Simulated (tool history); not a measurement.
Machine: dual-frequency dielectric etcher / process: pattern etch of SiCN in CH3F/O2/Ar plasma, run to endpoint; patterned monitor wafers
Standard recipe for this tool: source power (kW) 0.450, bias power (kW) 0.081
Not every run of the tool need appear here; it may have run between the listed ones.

run,hour,source power (kW),bias power (kW),wafers since the last listed run,hours since the last wet clean,hours since the last source power generator calibration,hours since the last bias power generator calibration,hours since the last upper electrode change,"incoming incoming film thickness, nm",endpoint time (s)
1,0.0,0.450,0.081,0,448.8,3543.0,3964.6,3588.7,6.02,14.1
2,15.5,0.450,0.081,207,464.3,3558.5,3980.1,3604.2,6.04,14.2
3,29.2,0.450,0.081,183,478.0,3572.2,3993.8,3617.9,5.99,14.1
4,41.7,0.450,0.081,167,490.5,3584.7,4006.3,3630.4,6.04,14.4
5,48.5,0.450,0.081,90,497.3,3591.5,4013.1,3637.2,5.98,14.1
6,64.8,0.450,0.081,217,513.6,3607.8,4029.4,3653.5,5.97,14.1
7,75.1,0.450,0.081,137,523.9,3618.1,4039.7,3663.8,6.03,14.3
8,86.3,0.450,0.081,149,535.1,3629.3,4050.9,3675.0,6.06,14.4
9,95.5,0.450,0.081,122,544.3,3638.5,4060.1,3684.2,5.99,14.2
10,108.5,0.450,0.081,173,557.3,3651.5,4073.1,3697.2,5.95,14.1
# hour 133.1: wet clean of the chamber
# hour 139.5: upper electrode replaced
11,140.0,0.450,0.081,14,6.9,3683.0,4104.6,0.5,6.00,13.5
12,140.3,0.450,0.081,4,7.2,3683.3,4104.9,0.8,6.04,13.9
13,140.6,0.490,0.097,4,7.5,3683.6,4105.2,1.1,5.98,12.0
14,153.6,0.490,0.097,173,20.5,3696.6,4118.2,14.1,6.00,12.0
15,163.1,0.380,0.076,126,30.0,3706.1,4127.7,23.6,6.00,15.4
16,172.0,0.450,0.081,118,38.9,3715.0,4136.6,32.5,6.02,13.7
17,186.4,0.380,0.071,192,53.3,3729.4,4151.0,46.9,5.99,16.1
18,204.0,0.450,0.081,235,70.9,3747.0,4168.6,64.5,5.92,13.6

What will run 19 give?
19,219.1,0.550,0.068,201,86.0,3762.1,4183.7,79.6,6.03,?

{"run 19": {"endpoint time (s)": 13.1}}
Were there no unlogged condition in the tool, this run, its random variation unchanged, would have produced endpoint time (s) 12.9.

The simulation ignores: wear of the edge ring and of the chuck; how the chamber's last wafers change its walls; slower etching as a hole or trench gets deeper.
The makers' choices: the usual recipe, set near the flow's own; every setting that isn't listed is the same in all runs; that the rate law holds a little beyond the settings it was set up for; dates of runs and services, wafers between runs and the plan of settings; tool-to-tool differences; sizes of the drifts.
